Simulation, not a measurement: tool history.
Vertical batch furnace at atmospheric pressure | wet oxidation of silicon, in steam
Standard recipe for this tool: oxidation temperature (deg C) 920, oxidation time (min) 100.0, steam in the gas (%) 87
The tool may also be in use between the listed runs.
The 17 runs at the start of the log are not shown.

run   hour  oxidation temperature (deg C)  oxidation time (min)  steam in the gas (%)  wafers since the last listed run  hours since the last temperature calibration  hours since the steam generator was serviced  hours since the gauge calibration  read-back reference wafer on the same gauge, thickness  oxide thickness on the monitor wafer (Å)
     245.6  -- thermocouples replaced and temperature profile calibrated
 18  246.1                            920                 100.0                    77                                66                                           0.5                                          28.3                              352.2                                                  266.86                                    2616.5
     252.5  -- gauge calibrated
 19  261.0                            900                 100.0                    84                               259                                          15.4                                          43.2                                8.5                                                  266.96                                    2248.4
 20  275.0                            942                 119.5                    90                               244                                          29.4                                          57.2                               22.5                                                  266.90                                    4063.5
 21  289.8                            895                  64.5                    76                               257                                          44.2                                          72.0                               37.3                                                  267.05                                    1369.7
 22  305.4                            920                 100.0                    87                               271                                          59.8                                          87.6                               52.9                                                  266.94                                    2852.5
 23  315.1                            920                 100.0                    87                               169                                          69.5                                          97.3                               62.6                                                  267.02                                    2859.9
 24  327.8                            931                  75.0                    76                               221                                          82.2                                         110.0                               75.3                                                  267.04                                    2292.9
     352.6  -- steam generator serviced, repeated, since the last time left the tool worse
 25  353.1                            920                 100.0                    87                                22                                         107.5                                           0.5                              100.6                                                  267.01                                    3069.8
 26  357.7                            903                 100.0                    97                                80                                         112.1                                           5.1                              105.2                                                  266.82                                    2822.2
 27  362.3                            933                 100.0                    87                                80                                         116.7                                           9.7                              109.8                                                  267.03                                    3481.6
 28  367.0                            927                 100.0                    87                                81                                         121.4                                          14.4                              114.5                                                  266.88                                    3306.3
 29  376.4                            944                  57.0                    76                               163                                         130.8                                          23.8                              123.9                                                  266.95                                    2261.5
 30  393.6                            920                 100.0                    84                               299                                         148.0                                          41.0                              141.1                                                  266.93                                    3009.6
 31  409.1                            903                 100.0                    87                               270                                         163.5                                          56.5                              156.6                                                  267.01                                    2573.0
 32  424.7                            912                 100.0                    78                               271                                         179.1                                          72.1                              172.2                                                  266.72                                    2608.5
 33  438.4                            920                 100.0                    87                               238                                         192.8                                          85.8                              185.9                                                  266.81                                    3055.5
 34  449.6                            912                 100.0                    78                               195                                         204.0                                          97.0                              197.1                                                  267.09                                    2608.1
 35  467.6                            920                 100.0                    87                               313                                         222.0                                         115.0                              215.1                                                  267.21                                    3065.6
 36  475.2                            898                 125.5                    87                               132                                         229.6                                         122.6                              222.7                                                  266.80                                    2886.0
 37  484.7                            906                 121.0                    87                               165                                         239.1                                         132.1                              232.2                                                  266.97                                    3073.0
 38  496.8                            897                 100.0                    79                               210                                         251.2                                         144.2                              244.3                                                  266.98                                    2202.2

Here are 4 independent what-if runs from the current tool condition. What would each one return?
  A  501.5                            920                 100.0                    87                                81                                         255.9                                         148.9                              249.0                                                       ?                                         ?
  B  501.5                            896                 117.5                    76                                81                                         255.9                                         148.9                              249.0                                                       ?                                         ?
  C  501.5                            920                  53.5                    87                                81                                         255.9                                         148.9                              249.0                                                       ?                                         ?
  D  501.5                            902                 100.0                    94                                81                                         255.9                                         148.9                              249.0                                                       ?                                         ?

run  read-back reference wafer on the same gauge, thickness  oxide thickness on the monitor wafer (Å)
  A                                                  266.93                                    3057.8
  B                                                  266.93                                    2400.3
  C                                                  266.93                                    1881.7
  D                                                  266.93                                    2688.9
Take away the tool's hidden state, keep each run's random variation, and the runs would have read:
run  oxide thickness on the monitor wafer (Å)
  A                                    3098.6
  B                                    2433.6
  C                                    1907.2
  D                                    2725.8
